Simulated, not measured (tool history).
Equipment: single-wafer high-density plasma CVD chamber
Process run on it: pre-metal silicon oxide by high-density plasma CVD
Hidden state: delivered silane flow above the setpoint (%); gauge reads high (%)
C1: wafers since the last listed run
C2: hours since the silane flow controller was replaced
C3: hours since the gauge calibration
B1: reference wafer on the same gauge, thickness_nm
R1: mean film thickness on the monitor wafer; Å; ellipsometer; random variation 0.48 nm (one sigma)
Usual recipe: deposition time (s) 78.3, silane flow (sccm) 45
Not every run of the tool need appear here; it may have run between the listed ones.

{"run": 1, "day": 0.0, "deposition time (s)": 78.3, "silane flow (sccm)": 45, "C1": 0, "C2": 4536.6, "C3": 349.5, "B1": 275.03, "R1": 3208.95}
{"run": 2, "day": 1.329, "deposition time (s)": 78.3, "silane flow (sccm)": 45, "C1": 350, "C2": 4568.5, "C3": 381.4, "B1": 274.924, "R1": 3207.06}
{"run": 3, "day": 1.979, "deposition time (s)": 78.3, "silane flow (sccm)": 45, "C1": 171, "C2": 4584.1, "C3": 397.0, "B1": 275.007, "R1": 3205.92}
{"run": 4, "day": 2.567, "deposition time (s)": 78.3, "silane flow (sccm)": 45, "C1": 154, "C2": 4598.2, "C3": 411.1, "B1": 274.997, "R1": 3215.19}
{"run": 5, "day": 3.475, "deposition time (s)": 78.3, "silane flow (sccm)": 45, "C1": 239, "C2": 4620.0, "C3": 432.9, "B1": 275.03, "R1": 3204.14}
{"run": 6, "day": 4.933, "deposition time (s)": 78.3, "silane flow (sccm)": 45, "C1": 384, "C2": 4655.0, "C3": 467.9, "B1": 275.036, "R1": 3202.32}
{"run": 7, "day": 5.858, "deposition time (s)": 78.3, "silane flow (sccm)": 45, "C1": 243, "C2": 4677.2, "C3": 490.1, "B1": 274.976, "R1": 3204.93}
{"run": 8, "day": 7.046, "deposition time (s)": 90.2, "silane flow (sccm)": 45, "C1": 313, "C2": 4705.7, "C3": 518.6, "B1": 275.011, "R1": 3701.87}
{"run": 9, "day": 7.921, "deposition time (s)": 78.3, "silane flow (sccm)": 50, "C1": 230, "C2": 4726.7, "C3": 539.6, "B1": 275.028, "R1": 3427.18}
{"day": 8.342, "done": "gauge calibrated"}
{"run": 10, "day": 8.708, "deposition time (s)": 78.3, "silane flow (sccm)": 50, "C1": 207, "C2": 4745.6, "C3": 8.8, "B1": 275.036, "R1": 3429.2}
{"run": 11, "day": 9.908, "deposition time (s)": 78.3, "silane flow (sccm)": 50, "C1": 316, "C2": 4774.4, "C3": 37.6, "B1": 274.92, "R1": 3434.45}
{"run": 12, "day": 10.933, "deposition time (s)": 78.3, "silane flow (sccm)": 45, "C1": 270, "C2": 4799.0, "C3": 62.2, "B1": 274.982, "R1": 3210.54}
{"run": 13, "day": 11.962, "deposition time (s)": 78.3, "silane flow (sccm)": 45, "C1": 271, "C2": 4823.7, "C3": 86.9, "B1": 275.067, "R1": 3202.73}
{"run": 14, "day": 12.821, "deposition time (s)": 91.6, "silane flow (sccm)": 37, "C1": 226, "C2": 4844.3, "C3": 107.5, "B1": 275.015, "R1": 3342.44}
{"run": 15, "day": 13.883, "deposition time (s)": 82.6, "silane flow (sccm)": 47, "C1": 280, "C2": 4869.8, "C3": 133.0, "B1": 274.987, "R1": 3475.17}
{"day": 14.621, "done": "silane flow controller replaced"}
{"run": 16, "day": 14.671, "deposition time (s)": 78.3, "silane flow (sccm)": 45, "C1": 119, "C2": 1.2, "C3": 151.9, "B1": 275.045, "R1": 3212.64}
{"run": 17, "day": 15.721, "deposition time (s)": 78.3, "silane flow (sccm)": 37, "C1": 276, "C2": 26.4, "C3": 177.1, "B1": 275.015, "R1": 2852.4}
{"run": 18, "day": 17.092, "deposition time (s)": 87.0, "silane flow (sccm)": 45, "C1": 361, "C2": 59.3, "C3": 210.0, "B1": 275.073, "R1": 3567.75}
{"run": 19, "day": 18.304, "deposition time (s)": 72.2, "silane flow (sccm)": 39, "C1": 319, "C2": 88.4, "C3": 239.1, "B1": 274.936, "R1": 2707.34}
{"run": 20, "day": 19.088, "deposition time (s)": 93.5, "silane flow (sccm)": 45, "C1": 206, "C2": 107.2, "C3": 257.9, "B1": 274.984, "R1": 3828.03}
{"run": 21, "day": 20.417, "deposition time (s)": 88.6, "silane flow (sccm)": 48, "C1": 350, "C2": 139.1, "C3": 289.8, "B1": 274.971, "R1": 3776.33}
{"run": 22, "day": 21.417, "deposition time (s)": 78.3, "silane flow (sccm)": 45, "C1": 263, "C2": 163.1, "C3": 313.8, "B1": 274.949, "R1": 3209.09}
{"run": 23, "day": 22.238, "deposition time (s)": 66.2, "silane flow (sccm)": 49, "C1": 216, "C2": 182.8, "C3": 333.5, "B1": 275.037, "R1": 2863.54}
{"run": 24, "day": 23.471, "deposition time (s)": 84.1, "silane flow (sccm)": 48, "C1": 325, "C2": 212.4, "C3": 363.1, "B1": 275.026, "R1": 3588.69}
{"run": 25, "day": 24.388, "deposition time (s)": 71.6, "silane flow (sccm)": 52, "C1": 241, "C2": 234.4, "C3": 385.1, "B1": 275.015, "R1": 3222.68}
{"run": 26, "day": 25.629, "deposition time (s)": 71.8, "silane flow (sccm)": 45, "C1": 327, "C2": 264.2, "C3": 414.9, "B1": 275.083, "R1": 2949.14}

3 options for the next run, each taken on its own from the tool as it stands now. Forecast them:
{"run": "A", "day": 25.646, "deposition time (s)": 78.3, "silane flow (sccm)": 40, "C1": 4, "C2": 264.6, "C3": 415.3, "B1": "?", "R1": "?"}
{"run": "B", "day": 25.646, "deposition time (s)": 73.9, "silane flow (sccm)": 49, "C1": 4, "C2": 264.6, "C3": 415.3, "B1": "?", "R1": "?"}
{"run": "C", "day": 25.646, "deposition time (s)": 92.1, "silane flow (sccm)": 39, "C1": 4, "C2": 264.6, "C3": 415.3, "B1": "?", "R1": "?"}

run=A B1=275.022 R1=2985.30
run=B B1=275.022 R1=3196.54
run=C B1=275.022 R1=3458.96
Had the tool no hidden state, the same runs would have come out as:
run=A R1=2985.30
run=B R1=3196.54
run=C R1=3458.96
